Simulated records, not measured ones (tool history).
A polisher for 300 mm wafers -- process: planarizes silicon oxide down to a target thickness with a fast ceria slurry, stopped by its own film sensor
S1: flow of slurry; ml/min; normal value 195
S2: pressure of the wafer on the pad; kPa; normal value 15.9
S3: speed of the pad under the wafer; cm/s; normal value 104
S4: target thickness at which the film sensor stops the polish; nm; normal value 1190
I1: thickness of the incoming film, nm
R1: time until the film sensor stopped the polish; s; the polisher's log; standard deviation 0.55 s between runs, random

| run | hour | S1 | S2 | S3 | S4 | I1 | R1 |
|---|---|---|---|---|---|---|---|
| 1 | 0 | 195 | 19.3 | 104 | 1190 | 1933.8 | 43.1 |
|  | 4.8 | slurry nozzle cleaned |
| 2 | 36.2 | 195 | 19.3 | 104 | 1190 | 1940.1 | 44.1 |
| 3 | 64.8 | 195 | 15.9 | 104 | 1090 | 1933.2 | 61 |
| 4 | 114.8 | 195 | 15.9 | 104 | 1190 | 1958.3 | 57.9 |
| 5 | 145.4 | 195 | 15.9 | 104 | 1190 | 1969.9 | 58.4 |
| 6 | 210.8 | 195 | 15.9 | 104 | 1190 | 1954.8 | 58.6 |
|  | 226.7 | worn pad replaced by a new one |
| 7 | 282.4 | 195 | 15.9 | 104 | 1190 | 1970.7 | 55.6 |
| 8 | 333.4 | 195 | 15.9 | 104 | 1190 | 1972.5 | 58.5 |
| 9 | 385.2 | 195 | 18.6 | 104 | 1190 | 1928.1 | 47.2 |
| 10 | 425.8 | 195 | 15.9 | 104 | 1190 | 1936.3 | 56.1 |
|  | 439.8 | worn pad replaced by a new one |
| 11 | 496.9 | 195 | 15.9 | 104 | 1190 | 1975.9 | 56.1 |
|  | 604.9 | slurry nozzle cleaned |
| 12 | 606.4 | 195 | 15.9 | 104 | 1190 | 1960.8 | 58.1 |
| 13 | 659.5 | 145 | 11 | 128 | 1380 | 1966.6 | 55.8 |
|  | 672.7 | worn pad replaced by a new one |
| 14 | 823.9 | 195 | 11.7 | 104 | 1190 | 1965.1 | 76.6 |
|  | 873.4 | worn pad replaced by a new one |
| 15 | 873.9 | 220 | 20 | 104 | 1190 | 1995.9 | 44 |
| 16 | 903.8 | 195 | 15.9 | 104 | 1190 | 1952.9 | 53.2 |
|  | 907.7 | head pressure recalibrated |
| 17 | 961.1 | 220 | 10.3 | 86 | 1030 | 1939.4 | 119.2 |
| 18 | 987.5 | 145 | 15.9 | 104 | 972 | 1967 | 76.3 |
| 19 | 1051 | 195 | 12.4 | 104 | 1190 | 1990.9 | 78.1 |
|  | 1085.8 | worn pad replaced by a new one |
| 20 | 1164.9 | 145 | 17.9 | 104 | 1190 | 1946.1 | 51.5 |

Alternative continuations, all from the tool just after run 20; predict every row:
| A | 1165.3 | 195 | 15.9 | 104 | 1190 | 1995.7 | ? |
| B | 1165.3 | 195 | 10.3 | 104 | 1190 | 1995.7 | ? |
| C | 1165.3 | 195 | 20.7 | 104 | 1190 | 1995.7 | ? |
| D | 1165.3 | 250 | 15.9 | 104 | 1190 | 1995.7 | ? |
| E | 1165.3 | 140 | 19.3 | 104 | 1077 | 1995.7 | ? |

| run | R1 |
|---|---|
| A | 57.4 |
| B | 88 |
| C | 44 |
| D | 55.6 |
| E | 57.1 |
The same runs, with their run-to-run variation unchanged, on a tool lacking any hidden condition would have given:
| run | R1 |
|---|---|
| A | 55.2 |
| B | 84.7 |
| C | 42.3 |
| D | 53.5 |
| E | 54.9 |

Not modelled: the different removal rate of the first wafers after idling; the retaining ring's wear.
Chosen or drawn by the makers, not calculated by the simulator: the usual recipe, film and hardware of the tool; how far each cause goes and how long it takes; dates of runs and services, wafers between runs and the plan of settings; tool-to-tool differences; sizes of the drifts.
